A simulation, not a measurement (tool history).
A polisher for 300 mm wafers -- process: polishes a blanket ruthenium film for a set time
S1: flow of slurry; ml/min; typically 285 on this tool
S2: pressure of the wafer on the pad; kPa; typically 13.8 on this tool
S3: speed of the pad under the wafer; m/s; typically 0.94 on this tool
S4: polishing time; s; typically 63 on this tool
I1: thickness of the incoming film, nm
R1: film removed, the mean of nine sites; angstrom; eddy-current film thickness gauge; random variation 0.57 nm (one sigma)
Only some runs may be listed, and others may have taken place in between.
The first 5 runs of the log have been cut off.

run 6 day=2.238 | S1=285 S2=16.5 S3=0.94 S4=70 | I1=550.5 | R1=592
run 7 day=2.679 | S1=285 S2=16.5 S3=0.94 S4=70 | I1=559.4 | R1=585
run 8 day=3.333 | S1=335 S2=13.8 S3=0.94 S4=63 | I1=545.7 | R1=478
-- day=3.738 worn pad replaced by a new one
run 9 day=4.033 | S1=335 S2=13.8 S3=0.94 S4=63 | I1=541.6 | R1=524
run 10 day=4.425 | S1=335 S2=13.8 S3=0.94 S4=63 | I1=558.8 | R1=510
run 11 day=5.079 | S1=285 S2=10.3 S3=0.94 S4=75 | I1=554.3 | R1=492
run 12 day=5.342 | S1=285 S2=13.8 S3=0.94 S4=63 | I1=556.2 | R1=475
-- day=5.621 slurry nozzle cleaned
run 13 day=6.033 | S1=285 S2=13.8 S3=0.94 S4=63 | I1=545.8 | R1=494
run 14 day=6.383 | S1=285 S2=13.8 S3=0.94 S4=63 | I1=558.4 | R1=492
run 15 day=7.125 | S1=285 S2=13.8 S3=1.18 S4=63 | I1=548.7 | R1=615
-- day=7.55 worn pad replaced by a new one
run 16 day=7.821 | S1=285 S2=11 S3=0.94 S4=63 | I1=546.3 | R1=475
run 17 day=8.492 | S1=285 S2=13.8 S3=0.94 S4=63 | I1=540.9 | R1=526
run 18 day=8.942 | S1=230 S2=13.8 S3=0.94 S4=79 | I1=544.8 | R1=647
run 19 day=9.388 | S1=285 S2=13.8 S3=1.14 S4=45 | I1=555.3 | R1=446
run 20 day=9.683 | S1=210 S2=9.7 S3=1.2 S4=63 | I1=549.2 | R1=524
run 21 day=10.138 | S1=245 S2=16.5 S3=0.8 S4=56 | I1=554.5 | R1=424
run 22 day=10.442 | S1=210 S2=17.9 S3=0.76 S4=52 | I1=550.9 | R1=372
run 23 day=11.492 | S1=215 S2=16.5 S3=0.82 S4=53 | I1=553.9 | R1=392
-- day=11.862 head pressure recalibrated
run 24 day=11.883 | S1=240 S2=18.6 S3=0.94 S4=70 | I1=549.7 | R1=651

Run 25 is up next; what results do you expect?
-- day=12.112 worn pad replaced by a new one
run 25 day=12.133 | S1=225 S2=13.8 S3=0.8 S4=51 | I1=551.1 | R1=?

{"run 25": {"R1": 375}}
On a tool with no hidden condition, and with the same random variation, this run would have come out at R1 388 angstrom.

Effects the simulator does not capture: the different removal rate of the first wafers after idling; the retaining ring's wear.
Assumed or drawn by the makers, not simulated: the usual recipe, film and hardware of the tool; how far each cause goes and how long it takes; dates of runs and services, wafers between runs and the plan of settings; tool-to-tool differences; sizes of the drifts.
